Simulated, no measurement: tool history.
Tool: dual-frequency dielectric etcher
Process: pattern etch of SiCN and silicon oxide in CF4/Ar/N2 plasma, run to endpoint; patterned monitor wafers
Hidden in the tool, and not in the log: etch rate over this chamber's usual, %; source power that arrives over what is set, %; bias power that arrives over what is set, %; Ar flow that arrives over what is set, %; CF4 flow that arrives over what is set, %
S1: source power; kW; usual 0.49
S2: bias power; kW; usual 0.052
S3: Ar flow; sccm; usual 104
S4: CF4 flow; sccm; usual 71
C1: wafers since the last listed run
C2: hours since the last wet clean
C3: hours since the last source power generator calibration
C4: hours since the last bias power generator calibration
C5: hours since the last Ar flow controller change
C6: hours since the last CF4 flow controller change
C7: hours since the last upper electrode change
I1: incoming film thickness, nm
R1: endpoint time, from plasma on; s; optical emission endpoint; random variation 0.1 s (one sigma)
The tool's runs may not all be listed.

run 1 hour=0 | S1=0.42 S2=0.052 S3=104 S4=71 | C1=0 C2=488.8 C3=2821.2 C4=5007.9 C5=3408.3 C6=5174.9 C7=1876.2 | I1=15.43 | R1=20.4
run 2 hour=9.7 | S1=0.49 S2=0.052 S3=112 S4=71 | C1=100 C2=498.5 C3=2830.9 C4=5017.6 C5=3418 C6=5184.6 C7=1885.9 | I1=15.43 | R1=17.6
run 3 hour=16.6 | S1=0.49 S2=0.052 S3=112 S4=71 | C1=71 C2=505.4 C3=2837.8 C4=5024.5 C5=3424.9 C6=5191.5 C7=1892.8 | I1=15.48 | R1=17.9
run 4 hour=29.8 | S1=0.49 S2=0.052 S3=112 S4=71 | C1=136 C2=518.6 C3=2851 C4=5037.7 C5=3438.1 C6=5204.7 C7=1906 | I1=15.34 | R1=17.8
run 5 hour=36.2 | S1=0.49 S2=0.052 S3=104 S4=71 | C1=66 C2=525 C3=2857.4 C4=5044.1 C5=3444.5 C6=5211.1 C7=1912.4 | I1=15.41 | R1=17.7
-- hour=81.5 wet clean of the chamber
run 6 hour=82 | S1=0.49 S2=0.052 S3=104 S4=71 | C1=226 C2=0.5 C3=2903.2 C4=5089.9 C5=3490.3 C6=5256.9 C7=1958.2 | I1=15.39 | R1=18.4
-- hour=96.8 bias power generator calibrated
-- hour=124 upper electrode replaced
run 7 hour=124.5 | S1=0.49 S2=0.052 S3=104 S4=71 | C1=150 C2=43 C3=2945.7 C4=27.7 C5=3532.8 C6=5299.4 C7=0.5 | I1=15.25 | R1=18.1
run 8 hour=124.8 | S1=0.49 S2=0.052 S3=104 S4=71 | C1=3 C2=43.3 C3=2946 C4=28 C5=3533.1 C6=5299.7 C7=0.8 | I1=15.43 | R1=18.3
run 9 hour=135.8 | S1=0.49 S2=0.052 S3=104 S4=71 | C1=114 C2=54.3 C3=2957 C4=39 C5=3544.1 C6=5310.7 C7=11.8 | I1=15.45 | R1=18.3
run 10 hour=153.1 | S1=0.49 S2=0.052 S3=104 S4=71 | C1=179 C2=71.6 C3=2974.3 C4=56.3 C5=3561.4 C6=5328 C7=29.1 | I1=15.36 | R1=18.2
run 11 hour=164.7 | S1=0.49 S2=0.052 S3=104 S4=71 | C1=120 C2=83.2 C3=2985.9 C4=67.9 C5=3573 C6=5339.6 C7=40.7 | I1=15.41 | R1=18.1
run 12 hour=174.9 | S1=0.49 S2=0.052 S3=118 S4=71 | C1=105 C2=93.4 C3=2996.1 C4=78.1 C5=3583.2 C6=5349.8 C7=50.9 | I1=15.34 | R1=18.3
run 13 hour=183.7 | S1=0.44 S2=0.052 S3=104 S4=54 | C1=91 C2=102.2 C3=3004.9 C4=86.9 C5=3592 C6=5358.6 C7=59.7 | I1=15.44 | R1=21.1
run 14 hour=196.5 | S1=0.49 S2=0.052 S3=104 S4=71 | C1=132 C2=115 C3=3017.7 C4=99.7 C5=3604.8 C6=5371.4 C7=72.5 | I1=15.61 | R1=18.5
-- hour=208.6 CF4 flow controller replaced
-- hour=209.6 source power generator calibrated
run 15 hour=210.1 | S1=0.49 S2=0.052 S3=120 S4=62 | C1=69 C2=128.6 C3=0.5 C4=113.3 C5=3618.4 C6=1.5 C7=86.1 | I1=15.54 | R1=19.1
run 16 hour=220.2 | S1=0.49 S2=0.052 S3=104 S4=71 | C1=104 C2=138.7 C3=10.6 C4=123.4 C5=3628.5 C6=11.6 C7=96.2 | I1=15.57 | R1=18.4
run 17 hour=235.3 | S1=0.49 S2=0.047 S3=90 S4=76 | C1=156 C2=153.8 C3=25.7 C4=138.5 C5=3643.6 C6=26.7 C7=111.3 | I1=15.51 | R1=18.2
-- hour=249.3 Ar flow controller replaced
run 18 hour=249.8 | S1=0.45 S2=0.045 S3=126 S4=79 | C1=88 C2=168.3 C3=40.2 C4=153 C5=0.5 C6=41.2 C7=125.8 | I1=15.43 | R1=20.3
run 19 hour=265.4 | S1=0.49 S2=0.052 S3=104 S4=71 | C1=161 C2=183.9 C3=55.8 C4=168.6 C5=16.1 C6=56.8 C7=141.4 | I1=15.43 | R1=18
run 20 hour=272.7 | S1=0.49 S2=0.052 S3=104 S4=71 | C1=75 C2=191.2 C3=63.1 C4=175.9 C5=23.4 C6=64.1 C7=148.7 | I1=15.18 | R1=17.9
run 21 hour=283.6 | S1=0.49 S2=0.052 S3=104 S4=86 | C1=113 C2=202.1 C3=74 C4=186.8 C5=34.3 C6=75 C7=159.6 | I1=15.37 | R1=17.5
run 22 hour=290.4 | S1=0.49 S2=0.063 S3=104 S4=80 | C1=70 C2=208.9 C3=80.8 C4=193.6 C5=41.1 C6=81.8 C7=166.4 | I1=15.3 | R1=17
run 23 hour=300.2 | S1=0.49 S2=0.052 S3=104 S4=71 | C1=101 C2=218.7 C3=90.6 C4=203.4 C5=50.9 C6=91.6 C7=176.2 | I1=15.48 | R1=18.2
run 24 hour=308.7 | S1=0.57 S2=0.065 S3=104 S4=71 | C1=88 C2=227.2 C3=99.1 C4=211.9 C5=59.4 C6=100.1 C7=184.7 | I1=15.44 | R1=15
run 25 hour=323.2 | S1=0.41 S2=0.062 S3=104 S4=62 | C1=150 C2=241.7 C3=113.6 C4=226.4 C5=73.9 C6=114.6 C7=199.2 | I1=15.3 | R1=20.6

Forecast each of these 3 alternatives for the next run:
run A hour=323.6 | S1=0.49 S2=0.052 S3=104 S4=71 | C1=4 C2=242.1 C3=114 C4=226.8 C5=74.3 C6=115 C7=199.6 | I1=15.48 | R1=?
run B hour=323.6 | S1=0.49 S2=0.043 S3=94 S4=62 | C1=4 C2=242.1 C3=114 C4=226.8 C5=74.3 C6=115 C7=199.6 | I1=15.48 | R1=?
run C hour=323.6 | S1=0.49 S2=0.057 S3=104 S4=84 | C1=4 C2=242.1 C3=114 C4=226.8 C5=74.3 C6=115 C7=199.6 | I1=15.48 | R1=?

run=A R1=18
run=B R1=18.9
run=C R1=17.2
Without the tool's hidden state the same runs would have given:
run=A R1=18.4
run=B R1=19.3
run=C R1=17.5

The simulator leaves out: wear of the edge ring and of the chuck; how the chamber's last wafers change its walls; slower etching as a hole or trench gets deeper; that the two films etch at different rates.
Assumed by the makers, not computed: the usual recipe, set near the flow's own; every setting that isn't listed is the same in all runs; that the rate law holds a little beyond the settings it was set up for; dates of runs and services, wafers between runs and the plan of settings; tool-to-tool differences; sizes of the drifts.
